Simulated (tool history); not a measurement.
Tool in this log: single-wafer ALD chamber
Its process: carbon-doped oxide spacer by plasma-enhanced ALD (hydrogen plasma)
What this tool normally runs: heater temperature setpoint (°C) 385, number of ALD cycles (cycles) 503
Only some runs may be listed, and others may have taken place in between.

| run | hour | heater temperature setpoint (°C) | number of ALD cycles (cycles) | read-back reference wafer on the same gauge, thickness_nm | mean film thickness on the monitor wafer (nm) |
|---|---|---|---|---|---|
| 1 | 0.0 | 385 | 524 | 28.134 | 25.849 |
| 2 | 9.5 | 385 | 503 | 28.123 | 24.761 |
| 3 | 24.6 | 385 | 503 | 28.092 | 24.839 |
| 4 | 40.3 | 385 | 503 | 28.096 | 24.822 |
| 5 | 54.9 | 385 | 503 | 28.104 | 24.756 |
| 6 | 68.2 | 385 | 503 | 28.124 | 24.861 |
| 7 | 79.0 | 385 | 503 | 28.090 | 24.879 |
| 8 | 91.8 | 385 | 503 | 28.094 | 24.735 |
| 9 | 98.5 | 390 | 561 | 28.080 | 27.721 |
| 10 | 149.7 | 385 | 558 | 28.116 | 27.550 |
| 11 | 167.1 | 385 | 558 | 28.092 | 27.465 |
| 12 | 182.2 | 385 | 558 | 28.105 | 27.386 |
| 13 | 198.7 | 375 | 503 | 28.095 | 24.824 |
| 14 | 215.2 | 375 | 503 | 28.104 | 24.819 |
| 15 | 227.2 | 375 | 503 | 28.083 | 24.778 |
| 16 | 234.1 | 392 | 503 | 28.094 | 24.857 |
| 17 | 248.0 | 385 | 581 | 28.090 | 28.619 |
| 18 | 262.7 | 385 | 581 | 28.093 | 28.666 |
| 19 | 274.0 | 385 | 581 | 28.079 | 28.621 |
| 20 | 282.2 | 385 | 503 | 28.079 | 24.844 |
| 21 | 295.9 | 385 | 503 | 28.115 | 24.817 |
| 22 | 308.2 | 377 | 503 | 28.082 | 24.897 |
| 23 | 321.6 | 375 | 470 | 28.089 | 23.225 |
| 24 | 336.1 | 385 | 503 | 28.078 | 24.760 |
| 25 | 352.4 | 385 | 503 | 28.094 | 24.801 |
| 26 | 358.7 | 394 | 453 | 28.094 | 22.317 |
| 27 | 365.3 | 396 | 529 | 28.086 | 25.995 |
| 28 | 381.8 | 385 | 554 | 28.108 | 27.429 |
|  | 382.5 | gauge calibrated |
| 29 | 390.6 | 385 | 503 | 28.107 | 24.813 |
| 30 | 400.8 | 380 | 528 | 28.116 | 26.154 |
| 31 | 407.1 | 385 | 503 | 28.091 | 24.844 |
| 32 | 414.9 | 379 | 425 | 28.114 | 20.999 |
| 33 | 430.1 | 375 | 470 | 28.108 | 23.273 |
|  | 439.2 | thermocouple changed; heater temperature recalibrated |
| 34 | 458.2 | 385 | 503 | 28.105 | 24.875 |
| 35 | 472.9 | 385 | 503 | 28.112 | 24.777 |
| 36 | 485.2 | 374 | 503 | 28.134 | 24.842 |
| 37 | 498.2 | 394 | 577 | 28.083 | 28.351 |
| 38 | 512.5 | 385 | 467 | 28.100 | 23.010 |
| 39 | 528.9 | 394 | 476 | 28.086 | 23.447 |
| 40 | 539.4 | 385 | 503 | 28.086 | 24.702 |
| 41 | 553.8 | 394 | 550 | 28.110 | 27.120 |
| 42 | 566.1 | 372 | 462 | 28.101 | 22.789 |
| 43 | 572.4 | 385 | 503 | 28.096 | 24.835 |
| 44 | 587.5 | 395 | 503 | 28.120 | 24.885 |

For each run, what was the tool's unlogged condition?
wafer temperature above the value expected at the setpoint (K): 0 at every run
gauge reads high (%): 0 at every run

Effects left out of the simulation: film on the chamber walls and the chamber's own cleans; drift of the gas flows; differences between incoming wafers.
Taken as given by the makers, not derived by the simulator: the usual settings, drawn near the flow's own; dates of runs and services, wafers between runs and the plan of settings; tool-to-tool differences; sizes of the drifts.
